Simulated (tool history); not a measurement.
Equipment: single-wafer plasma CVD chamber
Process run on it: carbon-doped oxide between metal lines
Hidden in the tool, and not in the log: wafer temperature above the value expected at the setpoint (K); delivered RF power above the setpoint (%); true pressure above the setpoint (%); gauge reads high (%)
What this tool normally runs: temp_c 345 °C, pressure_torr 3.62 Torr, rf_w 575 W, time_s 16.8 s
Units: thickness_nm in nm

| run | hour | temp_c | pressure_torr | rf_w | time_s | wafers since the last listed run | hours since the last thermocouple change | hours since the last RF generator calibration | hours since the last manometer calibration | hours since the showerhead was replaced | hours since the gauge calibration | read-back reference wafer on the same gauge, thickness_nm | thickness_nm |
|---|---|---|---|---|---|---|---|---|---|---|---|---|---|
| 1 | 0 | 345 | 3.22 | 575 | 16.8 | 0 | 3003.8 | 1271.1 | 2318.1 | 5911.7 | 401.5 | 107.696 | 92.372 |
| 2 | 13 | 345 | 3.22 | 575 | 16.8 | 209 | 3016.8 | 1284.1 | 2331.1 | 5924.7 | 414.5 | 107.569 | 91.976 |
|  | 23.1 | thermocouple changed; heater temperature recalibrated |
| 3 | 24.1 | 345 | 3.62 | 575 | 18.9 | 49 | 1 | 1295.2 | 2342.2 | 5935.8 | 425.6 | 107.924 | 105.711 |
| 4 | 34 | 345 | 3.62 | 575 | 18.9 | 159 | 10.9 | 1305.1 | 2352.1 | 5945.7 | 435.5 | 107.696 | 104.321 |
| 5 | 45.9 | 345 | 3.62 | 575 | 16.8 | 191 | 22.8 | 1317 | 2364 | 5957.6 | 447.4 | 107.704 | 94.08 |
| 6 | 79.1 | 345 | 3.62 | 575 | 16.8 | 534 | 56 | 1350.2 | 2397.2 | 5990.8 | 480.6 | 107.863 | 93.342 |
| 7 | 96.1 | 345 | 3.62 | 575 | 16.8 | 273 | 73 | 1367.2 | 2414.2 | 6007.8 | 497.6 | 107.888 | 93.255 |
| 8 | 111.2 | 345 | 2.82 | 575 | 16.8 | 243 | 88.1 | 1382.3 | 2429.3 | 6022.9 | 512.7 | 107.716 | 90.298 |
| 9 | 121.3 | 333 | 3.97 | 530 | 16.8 | 162 | 98.2 | 1392.4 | 2439.4 | 6033 | 522.8 | 107.747 | 90.459 |
| 10 | 130.9 | 345 | 3.97 | 575 | 16.8 | 154 | 107.8 | 1402 | 2449 | 6042.6 | 532.4 | 107.623 | 94.738 |
| 11 | 143.6 | 353 | 4.17 | 500 | 19.9 | 204 | 120.5 | 1414.7 | 2461.7 | 6055.3 | 545.1 | 107.985 | 95.482 |
| 12 | 154.3 | 345 | 3.22 | 575 | 16.8 | 172 | 131.2 | 1425.4 | 2472.4 | 6066 | 555.8 | 107.559 | 92.08 |
|  | 184.8 | RF generator calibrated |
| 13 | 195.5 | 345 | 4.08 | 575 | 19.2 | 534 | 172.4 | 10.7 | 2513.6 | 6107.2 | 597 | 107.727 | 109.312 |
|  | 220 | showerhead replaced |
| 14 | 220.5 | 345 | 2.96 | 575 | 14.9 | 273 | 197.4 | 35.7 | 2538.6 | 0.5 | 622 | 107.948 | 81.433 |
|  | 227.2 | gauge calibrated |
|  | 228.9 | capacitance manometer re-zeroed and calibrated |
| 15 | 229.4 | 360 | 3.62 | 655 | 17.7 | 14 | 206.3 | 44.6 | 0.5 | 9.4 | 2.2 | 107.941 | 106.882 |
| 16 | 230.4 | 356 | 2.76 | 605 | 14 | 16 | 207.3 | 45.6 | 1.5 | 10.4 | 3.2 | 107.603 | 77.839 |
| 17 | 237.2 | 345 | 3.22 | 575 | 16.8 | 109 | 214.1 | 52.4 | 8.3 | 17.2 | 10 | 107.844 | 92.699 |
| 18 | 252.3 | 333 | 3.62 | 655 | 15.7 | 243 | 229.2 | 67.5 | 23.4 | 32.3 | 25.1 | 107.677 | 102.417 |
| 19 | 295.4 | 345 | 3.62 | 485 | 19 | 693 | 272.3 | 110.6 | 66.5 | 75.4 | 68.2 | 107.676 | 87.82 |
| 20 | 305.8 | 345 | 3.97 | 575 | 16.8 | 167 | 282.7 | 121 | 76.9 | 85.8 | 78.6 | 107.837 | 94.962 |

What will run 21 give?
| 21 | 316 | 335 | 3.62 | 575 | 17.8 | 164 | 292.9 | 131.2 | 87.1 | 96 | 88.8 | ? | ? |

read-back reference wafer on the same gauge, thickness_nm: 107.715
thickness_nm: 102.355 nm
With no hidden state in the tool, this same run would have given thickness_nm 102.355 nm.
